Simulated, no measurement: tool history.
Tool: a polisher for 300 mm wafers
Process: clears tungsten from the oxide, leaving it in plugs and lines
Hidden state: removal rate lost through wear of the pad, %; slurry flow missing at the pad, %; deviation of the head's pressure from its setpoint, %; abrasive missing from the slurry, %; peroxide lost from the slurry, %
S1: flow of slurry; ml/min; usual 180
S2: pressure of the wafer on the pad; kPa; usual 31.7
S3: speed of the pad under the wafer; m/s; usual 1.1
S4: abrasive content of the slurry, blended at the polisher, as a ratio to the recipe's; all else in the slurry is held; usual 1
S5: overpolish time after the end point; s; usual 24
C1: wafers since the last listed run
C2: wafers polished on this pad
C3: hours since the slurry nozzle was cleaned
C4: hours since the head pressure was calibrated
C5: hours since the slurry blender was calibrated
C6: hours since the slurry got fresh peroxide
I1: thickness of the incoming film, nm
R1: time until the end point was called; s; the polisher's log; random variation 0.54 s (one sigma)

Run 1, hour 0: usual settings but S4 1.2; C1 0; C2 841; C3 100.2; C4 568.9; C5 237.8; C6 143.6; I1 496.7. Result: R1 66.4 s.
At hour 32.2: slurry blender recalibrated.
At hour 51: slurry tank refilled with fresh slurry and peroxide.
Run 2, hour 55.7: usual settings but S3 0.84 m/s; C1 458; C2 1300; C3 155.9; C4 624.6; C5 23.5; C6 4.7; I1 485.1. Result: R1 78.5 s.
Run 3, hour 113.1: usual settings but S3 0.84 m/s; C1 499; C2 1799; C3 213.3; C4 682; C5 80.9; C6 62.1; I1 481. Result: R1 77.9 s.
At hour 131: worn pad replaced by a new one.
Run 4, hour 151.7: usual settings but S2 36.5 kPa, S3 0.8 m/s; C1 301; C2 180; C3 251.9; C4 720.6; C5 119.5; C6 100.7; I1 485.4. Result: R1 67.9 s.
Run 5, hour 196.6: usual settings; C1 390; C2 571; C3 296.8; C4 765.5; C5 164.4; C6 145.6; I1 485.2. Result: R1 65.8 s.
Run 6, hour 256.2: usual settings; C1 518; C2 1090; C3 356.4; C4 825.1; C5 224; C6 205.2; I1 487.3. Result: R1 67.3 s.
At hour 260.4: slurry tank refilled with fresh slurry and peroxide.
Run 7, hour 296.1: usual settings; C1 338; C2 1429; C3 396.3; C4 865; C5 263.9; C6 35.7; I1 491.1. Result: R1 67.1 s.
At hour 327.6: worn pad replaced by a new one.
At hour 329: slurry blender recalibrated.
Run 8, hour 329.8: usual settings; C1 246; C2 6; C3 430; C4 898.7; C5 0.8; C6 69.4; I1 483.2. Result: R1 64.4 s.
Run 9, hour 389.2: usual settings; C1 517; C2 524; C3 489.4; C4 958.1; C5 60.2; C6 128.8; I1 494.6. Result: R1 67.2 s.
Run 10, hour 415.4: usual settings; C1 228; C2 752; C3 515.6; C4 984.3; C5 86.4; C6 155; I1 497.9. Result: R1 68.1 s.
Run 11, hour 444.1: usual settings; C1 249; C2 1002; C3 544.3; C4 1013; C5 115.1; C6 183.7; I1 478.8. Result: R1 65.4 s.
Run 12, hour 495: usual settings; C1 443; C2 1445; C3 595.2; C4 1063.9; C5 166; C6 234.6; I1 487.6. Result: R1 66.7 s.
At hour 501.6: slurry tank refilled with fresh slurry and peroxide.
Run 13, hour 526.2: usual settings but S1 150 ml/min, S3 1.22 m/s; C1 262; C2 1708; C3 626.4; C4 1095.1; C5 197.2; C6 24.6; I1 486.8. Result: R1 65.6 s.
At hour 539.5: worn pad replaced by a new one.
At hour 563.8: slurry nozzle cleaned.
Run 14, hour 573.6: usual settings but S1 215 ml/min, S3 1.34 m/s, S4 1.2, S5 11 s; C1 369; C2 287; C3 9.8; C4 1142.5; C5 244.6; C6 72; I1 492.1. Result: R1 55.3 s.
Run 15, hour 626.4: usual settings but S4 0.8; C1 459; C2 747; C3 62.6; C4 1195.3; C5 297.4; C6 124.8; I1 492.2. Result: R1 70.6 s.
At hour 644.3: slurry blender recalibrated.
At hour 658.6: head pressure recalibrated.
Run 16, hour 698.5: usual settings; C1 592; C2 1340; C3 134.7; C4 39.9; C5 54.2; C6 196.9; I1 487. Result: R1 67.5 s.
At hour 705.2: slurry tank refilled with fresh slurry and peroxide.
Run 17, hour 731.9: usual settings but S1 160 ml/min, S3 1.36 m/s, S5 12 s; C1 282; C2 1622; C3 168.1; C4 73.3; C5 87.6; C6 26.7; I1 495.7. Result: R1 60.3 s.
At hour 780.4: worn pad replaced by a new one.
Run 18, hour 788.4: usual settings but S1 210 ml/min, S4 0.75; C1 457; C2 69; C3 224.6; C4 129.8; C5 144.1; C6 83.2; I1 485.1. Result: R1 67.3 s.

The next listed run, before its measurement:
Run 19, hour 857.2: usual settings; C1 599; C2 668; C3 293.4; C4 198.6; C5 212.9; C6 152; I1 479. Result: R1 ?.

R1: 65.3 s
Without the tool's hidden state the same run would have given R1 63 s.

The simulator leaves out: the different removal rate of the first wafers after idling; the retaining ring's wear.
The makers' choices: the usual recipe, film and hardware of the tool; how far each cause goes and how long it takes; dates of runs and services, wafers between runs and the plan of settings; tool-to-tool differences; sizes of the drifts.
